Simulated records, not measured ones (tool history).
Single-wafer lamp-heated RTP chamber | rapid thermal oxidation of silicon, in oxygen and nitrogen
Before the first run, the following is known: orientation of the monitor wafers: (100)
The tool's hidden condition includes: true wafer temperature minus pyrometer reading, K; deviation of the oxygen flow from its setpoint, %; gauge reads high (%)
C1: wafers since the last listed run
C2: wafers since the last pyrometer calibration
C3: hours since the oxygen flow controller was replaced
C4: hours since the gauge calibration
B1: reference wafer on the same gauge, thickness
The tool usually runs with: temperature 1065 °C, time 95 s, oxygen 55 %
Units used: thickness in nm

run 1 hour=0 | temperature=1065 time=95 oxygen=55 | C1=0 C2=2780 C3=6002.8 C4=339.8 | B1=10.458 | thickness=10.062
run 2 hour=34.2 | temperature=1065 time=95 oxygen=55 | C1=416 C2=3197 C3=6037 C4=374 | B1=10.463 | thickness=10.091
run 3 hour=68 | temperature=1065 time=95 oxygen=72 | C1=411 C2=3609 C3=6070.8 C4=407.8 | B1=10.458 | thickness=11.202
-- hour=80.7 pyrometer window cleaned and pyrometer calibrated
run 4 hour=87.4 | temperature=1065 time=95 oxygen=55 | C1=138 C2=81 C3=6090.2 C4=427.2 | B1=10.441 | thickness=9.814
run 5 hour=108.1 | temperature=1065 time=95 oxygen=55 | C1=252 C2=333 C3=6110.9 C4=447.9 | B1=10.468 | thickness=9.817
run 6 hour=123 | temperature=1065 time=95 oxygen=55 | C1=181 C2=515 C3=6125.8 C4=462.8 | B1=10.448 | thickness=9.856
run 7 hour=146.8 | temperature=1065 time=95 oxygen=55 | C1=290 C2=805 C3=6149.6 C4=486.6 | B1=10.476 | thickness=9.778
run 8 hour=168.2 | temperature=1065 time=95 oxygen=55 | C1=260 C2=1066 C3=6171 C4=508 | B1=10.462 | thickness=9.845
run 9 hour=196.3 | temperature=1065 time=95 oxygen=55 | C1=342 C2=1408 C3=6199.1 C4=536.1 | B1=10.455 | thickness=9.944
-- hour=216.7 gauge calibrated
run 10 hour=227.8 | temperature=1065 time=95 oxygen=64 | C1=383 C2=1792 C3=6230.6 C4=11.1 | B1=10.473 | thickness=10.555
run 11 hour=304.6 | temperature=1091 time=95 oxygen=55 | C1=936 C2=2728 C3=6307.4 C4=87.9 | B1=10.456 | thickness=11.874
-- hour=313.8 oxygen flow controller replaced
run 12 hour=317.5 | temperature=1065 time=95 oxygen=55 | C1=59 C2=2788 C3=3.7 C4=100.8 | B1=10.459 | thickness=10.044
-- hour=339.2 pyrometer window cleaned and pyrometer calibrated
run 13 hour=349.7 | temperature=1065 time=109 oxygen=55 | C1=294 C2=128 C3=35.9 C4=133 | B1=10.45 | thickness=10.462
run 14 hour=372.4 | temperature=1065 time=95 oxygen=55 | C1=276 C2=404 C3=58.6 C4=155.7 | B1=10.451 | thickness=9.844
run 15 hour=394.9 | temperature=1074 time=116 oxygen=28 | C1=274 C2=678 C3=81.1 C4=178.2 | B1=10.454 | thickness=9.034
run 16 hour=421.4 | temperature=1038 time=116 oxygen=30 | C1=322 C2=1001 C3=107.6 C4=204.7 | B1=10.437 | thickness=7.277
run 17 hour=454.7 | temperature=1089 time=53 oxygen=69 | C1=405 C2=1407 C3=140.9 C4=238 | B1=10.452 | thickness=9.717
run 18 hour=488.6 | temperature=1065 time=95 oxygen=30 | C1=413 C2=1820 C3=174.8 C4=271.9 | B1=10.441 | thickness=8.002

Here are 5 independent what-if runs from the current tool condition. What would each one return?
run A hour=489 | temperature=1065 time=95 oxygen=55 | C1=4 C2=1825 C3=175.2 C4=272.3 | B1=? | thickness=?
run B hour=489 | temperature=1081 time=58 oxygen=40 | C1=4 C2=1825 C3=175.2 C4=272.3 | B1=? | thickness=?
run C hour=489 | temperature=1065 time=73 oxygen=55 | C1=4 C2=1825 C3=175.2 C4=272.3 | B1=? | thickness=?
run D hour=489 | temperature=1065 time=49 oxygen=43 | C1=4 C2=1825 C3=175.2 C4=272.3 | B1=? | thickness=?
run E hour=489 | temperature=1080 time=95 oxygen=64 | C1=4 C2=1825 C3=175.2 C4=272.3 | B1=? | thickness=?

run=A B1=10.453 thickness=9.958
run=B B1=10.453 thickness=7.918
run=C B1=10.453 thickness=8.843
run=D B1=10.453 thickness=6.798
run=E B1=10.453 thickness=11.608
Take away the tool's hidden state, keep each run's random variation, and the runs would have read:
run=A thickness=9.735
run=B thickness=7.747
run=C thickness=8.646
run=D thickness=6.648
run=E thickness=11.354

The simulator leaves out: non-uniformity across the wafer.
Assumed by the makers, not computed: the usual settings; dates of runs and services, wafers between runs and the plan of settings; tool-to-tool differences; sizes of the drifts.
